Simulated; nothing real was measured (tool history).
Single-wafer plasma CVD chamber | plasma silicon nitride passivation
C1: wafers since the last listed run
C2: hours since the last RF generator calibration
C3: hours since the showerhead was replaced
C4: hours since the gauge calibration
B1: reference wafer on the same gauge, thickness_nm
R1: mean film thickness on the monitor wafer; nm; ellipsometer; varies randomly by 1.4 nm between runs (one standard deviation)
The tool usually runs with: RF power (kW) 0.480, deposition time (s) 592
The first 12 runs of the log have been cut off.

Run 13, hour 151.2: usual settings but RF power (kW) 0.530; C1 78; C2 2045.5; C3 43.3; C4 198.4; B1 1019.325. Result: R1 955.059 nm.
At hour 164.5: RF generator calibrated.
Run 14, hour 165.0: usual settings but deposition time (s) 649; C1 27; C2 0.5; C3 57.1; C4 212.2; B1 1019.014. Result: R1 1015.532 nm.
Run 15, hour 166.4: usual settings but deposition time (s) 649; C1 6; C2 1.9; C3 58.5; C4 213.6; B1 1018.920. Result: R1 1016.241 nm.
Run 16, hour 177.8: usual settings but RF power (kW) 0.540, deposition time (s) 524; C1 53; C2 13.3; C3 69.9; C4 225.0; B1 1019.699. Result: R1 850.384 nm.
Run 17, hour 186.5: usual settings but RF power (kW) 0.420; C1 40; C2 22.0; C3 78.6; C4 233.7; B1 1020.310. Result: R1 885.774 nm.
Run 18, hour 195.0: usual settings but RF power (kW) 0.445, deposition time (s) 659; C1 39; C2 30.5; C3 87.1; C4 242.2; B1 1020.111. Result: R1 1006.534 nm.
Run 19, hour 206.6: usual settings but deposition time (s) 511; C1 54; C2 42.1; C3 98.7; C4 253.8; B1 1020.896. Result: R1 801.633 nm.
Run 20, hour 215.0: usual settings but RF power (kW) 0.450; C1 39; C2 50.5; C3 107.1; C4 262.2; B1 1020.522. Result: R1 907.852 nm.
Run 21, hour 224.9: usual settings; C1 46; C2 60.4; C3 117.0; C4 272.1; B1 1021.391. Result: R1 927.856 nm.
Run 22, hour 235.4: usual settings but RF power (kW) 0.415, deposition time (s) 558; C1 49; C2 70.9; C3 127.5; C4 282.6; B1 1021.064. Result: R1 836.352 nm.
Run 23, hour 250.4: usual settings but RF power (kW) 0.400, deposition time (s) 652; C1 70; C2 85.9; C3 142.5; C4 297.6; B1 1022.296. Result: R1 962.219 nm.
Run 24, hour 256.5: usual settings but RF power (kW) 0.560; C1 28; C2 92.0; C3 148.6; C4 303.7; B1 1021.757. Result: R1 974.208 nm.
Run 25, hour 270.9: usual settings; C1 67; C2 106.4; C3 163.0; C4 318.1; B1 1022.234. Result: R1 928.400 nm.
At hour 274.4: gauge calibrated.
Run 26, hour 291.3: usual settings but RF power (kW) 0.400, deposition time (s) 507; C1 95; C2 126.8; C3 183.4; C4 16.9; B1 1014.980. Result: R1 744.162 nm.
Run 27, hour 305.3: usual settings but RF power (kW) 0.545; C1 65; C2 140.8; C3 197.4; C4 30.9; B1 1015.432. Result: R1 959.882 nm.
Run 28, hour 313.5: usual settings; C1 38; C2 149.0; C3 205.6; C4 39.1; B1 1015.209. Result: R1 922.199 nm.
Run 29, hour 326.1: usual settings but RF power (kW) 0.520, deposition time (s) 709; C1 58; C2 161.6; C3 218.2; C4 51.7; B1 1016.369. Result: R1 1134.556 nm.
Run 30, hour 338.7: usual settings; C1 58; C2 174.2; C3 230.8; C4 64.3; B1 1016.788. Result: R1 920.912 nm.
Run 31, hour 346.8: usual settings but RF power (kW) 0.560; C1 37; C2 182.3; C3 238.9; C4 72.4; B1 1016.361. Result: R1 969.417 nm.

Below are 3 alternative next runs, each starting from the tool's condition after run 31. Predict each:
Run A, hour 347.4: usual settings; C1 2; C2 182.9; C3 239.5; C4 73.0; B1 ?. Result: R1 ?.
Run B, hour 347.4: usual settings but RF power (kW) 0.455; C1 2; C2 182.9; C3 239.5; C4 73.0; B1 ?. Result: R1 ?.
Run C, hour 347.4: usual settings but RF power (kW) 0.440, deposition time (s) 710; C1 2; C2 182.9; C3 239.5; C4 73.0; B1 ?. Result: R1 ?.

run        B1        R1
  A  1016.479   919.663
  B  1016.479   903.780
  C  1016.479  1072.110
Without the tool's unlogged condition, the same runs would have read:
run        R1
  A   917.358
  B   901.514
  C  1069.422
